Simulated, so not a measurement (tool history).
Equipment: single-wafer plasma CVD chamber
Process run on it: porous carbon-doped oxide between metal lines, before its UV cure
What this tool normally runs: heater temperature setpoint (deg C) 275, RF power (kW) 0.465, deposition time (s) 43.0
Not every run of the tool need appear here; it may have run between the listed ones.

| run | hour | heater temperature setpoint (deg C) | RF power (kW) | deposition time (s) | wafers since the last listed run | hours since the last thermocouple change | hours since the last RF generator calibration | hours since the showerhead was replaced | hours since the gauge calibration | read-back reference wafer on the same gauge, thickness_nm | mean film thickness on the monitor wafer (angstrom) |
|---|---|---|---|---|---|---|---|---|---|---|---|
| 1 | 0.0 | 275 | 0.465 | 43.0 | 0 | 1681.7 | 818.5 | 3211.9 | 276.7 | 263.060 | 2616.66 |
| 2 | 10.5 | 275 | 0.465 | 37.1 | 324 | 1692.2 | 829.0 | 3222.4 | 287.2 | 262.529 | 2261.77 |
| 3 | 21.1 | 275 | 0.465 | 37.1 | 327 | 1702.8 | 839.6 | 3233.0 | 297.8 | 262.916 | 2259.61 |
| 4 | 38.6 | 275 | 0.465 | 37.1 | 540 | 1720.3 | 857.1 | 3250.5 | 315.3 | 263.101 | 2263.81 |
| 5 | 81.1 | 284 | 0.500 | 43.0 | 1313 | 1762.8 | 899.6 | 3293.0 | 357.8 | 262.861 | 2576.13 |
| 6 | 95.0 | 282 | 0.465 | 43.0 | 429 | 1776.7 | 913.5 | 3306.9 | 371.7 | 262.756 | 2495.02 |
| 7 | 101.4 | 282 | 0.465 | 43.0 | 197 | 1783.1 | 919.9 | 3313.3 | 378.1 | 262.836 | 2486.89 |
| 8 | 109.6 | 282 | 0.465 | 43.0 | 253 | 1791.3 | 928.1 | 3321.5 | 386.3 | 263.375 | 2502.22 |
| 9 | 120.2 | 275 | 0.465 | 38.0 | 327 | 1801.9 | 938.7 | 3332.1 | 396.9 | 262.643 | 2311.08 |
|  | 131.6 | showerhead replaced |
| 10 | 132.1 | 275 | 0.465 | 38.0 | 120 | 1813.8 | 950.6 | 0.5 | 408.8 | 263.042 | 2300.29 |
| 11 | 142.0 | 275 | 0.465 | 38.0 | 305 | 1823.7 | 960.5 | 10.4 | 418.7 | 263.274 | 2313.82 |
|  | 156.1 | thermocouple changed; heater temperature recalibrated |
| 12 | 156.6 | 275 | 0.440 | 43.0 | 203 | 0.5 | 975.1 | 25.0 | 433.3 | 262.950 | 2529.17 |
| 13 | 168.2 | 275 | 0.465 | 43.0 | 358 | 12.1 | 986.7 | 36.6 | 444.9 | 262.963 | 2615.58 |
| 14 | 186.1 | 275 | 0.465 | 43.0 | 553 | 30.0 | 1004.6 | 54.5 | 462.8 | 262.854 | 2620.55 |
| 15 | 196.7 | 275 | 0.465 | 43.0 | 327 | 40.6 | 1015.2 | 65.1 | 473.4 | 263.029 | 2612.84 |
| 16 | 214.1 | 275 | 0.465 | 43.0 | 537 | 58.0 | 1032.6 | 82.5 | 490.8 | 262.865 | 2603.65 |
| 17 | 231.0 | 275 | 0.465 | 43.0 | 522 | 74.9 | 1049.5 | 99.4 | 507.7 | 262.975 | 2615.43 |
| 18 | 240.1 | 269 | 0.465 | 34.9 | 281 | 84.0 | 1058.6 | 108.5 | 516.8 | 262.845 | 2213.65 |
| 19 | 246.8 | 275 | 0.465 | 43.0 | 207 | 90.7 | 1065.3 | 115.2 | 523.5 | 263.174 | 2610.05 |
| 20 | 261.5 | 270 | 0.465 | 35.2 | 454 | 105.4 | 1080.0 | 129.9 | 538.2 | 262.982 | 2213.51 |
|  | 267.7 | gauge calibrated |
| 21 | 272.4 | 275 | 0.385 | 48.5 | 336 | 116.3 | 1090.9 | 140.8 | 4.7 | 262.913 | 2667.17 |
| 22 | 283.3 | 275 | 0.525 | 43.0 | 336 | 127.2 | 1101.8 | 151.7 | 15.6 | 262.985 | 2754.46 |
|  | 291.8 | RF generator calibrated |
| 23 | 292.3 | 275 | 0.490 | 50.1 | 30 | 136.2 | 0.5 | 160.7 | 24.6 | 262.740 | 3232.28 |
| 24 | 305.8 | 275 | 0.465 | 38.0 | 417 | 149.7 | 14.0 | 174.2 | 38.1 | 263.044 | 2422.00 |
| 25 | 316.8 | 290 | 0.465 | 38.3 | 339 | 160.7 | 25.0 | 185.2 | 49.1 | 262.847 | 2209.48 |
| 26 | 334.7 | 284 | 0.500 | 43.0 | 553 | 178.6 | 42.9 | 203.1 | 67.0 | 262.898 | 2653.27 |
| 27 | 345.4 | 275 | 0.465 | 43.0 | 330 | 189.3 | 53.6 | 213.8 | 77.7 | 262.529 | 2694.67 |
| 28 | 359.8 | 266 | 0.520 | 49.4 | 445 | 203.7 | 68.0 | 228.2 | 92.1 | 263.101 | 3434.64 |
| 29 | 366.2 | 275 | 0.465 | 43.0 | 197 | 210.1 | 74.4 | 234.6 | 98.5 | 263.017 | 2715.58 |
| 30 | 378.0 | 262 | 0.465 | 43.0 | 364 | 221.9 | 86.2 | 246.4 | 110.3 | 263.394 | 2939.69 |
| 31 | 392.7 | 261 | 0.425 | 46.5 | 454 | 236.6 | 100.9 | 261.1 | 125.0 | 263.090 | 3038.44 |
| 32 | 402.1 | 282 | 0.555 | 38.3 | 290 | 246.0 | 110.3 | 270.5 | 134.4 | 262.750 | 2525.11 |
| 33 | 414.5 | 263 | 0.465 | 43.0 | 383 | 258.4 | 122.7 | 282.9 | 146.8 | 263.237 | 2894.61 |
| 34 | 431.0 | 275 | 0.465 | 43.0 | 509 | 274.9 | 139.2 | 299.4 | 163.3 | 262.888 | 2685.51 |

Run-by-run hidden state of the tool:
wafer temperature above the value expected at the setpoint (K): 0, the same for each run
gauge reads high (%): 0, the same for each run
H1: delivered RF power above the setpoint (%)
| run | H1 |
|---|---|
| 1 | -8.1 |
| 2 | -8.12 |
| 3 | -8.14 |
| 4 | -8.18 |
| 5 | -8.25 |
| 6 | -8.28 |
| 7 | -8.29 |
| 8 | -8.3 |
| 9 | -8.32 |
| 10 | -8.33 |
| 11 | -8.35 |
| 12 | -8.37 |
| 13 | -8.38 |
| 14 | -8.4 |
| 15 | -8.42 |
| 16 | -8.44 |
| 17 | -8.46 |
| 18 | -8.46 |
| 19 | -8.47 |
| 20 | -8.49 |
| 21 | -8.5 |
| 22 | -8.51 |
| 23 | -0.652 |
| 24 | -0.988 |
| 25 | -1.25 |
| 26 | -1.66 |
| 27 | -1.9 |
| 28 | -2.2 |
| 29 | -2.34 |
| 30 | -2.57 |
| 31 | -2.85 |
| 32 | -3.03 |
| 33 | -3.25 |
| 34 | -3.53 |
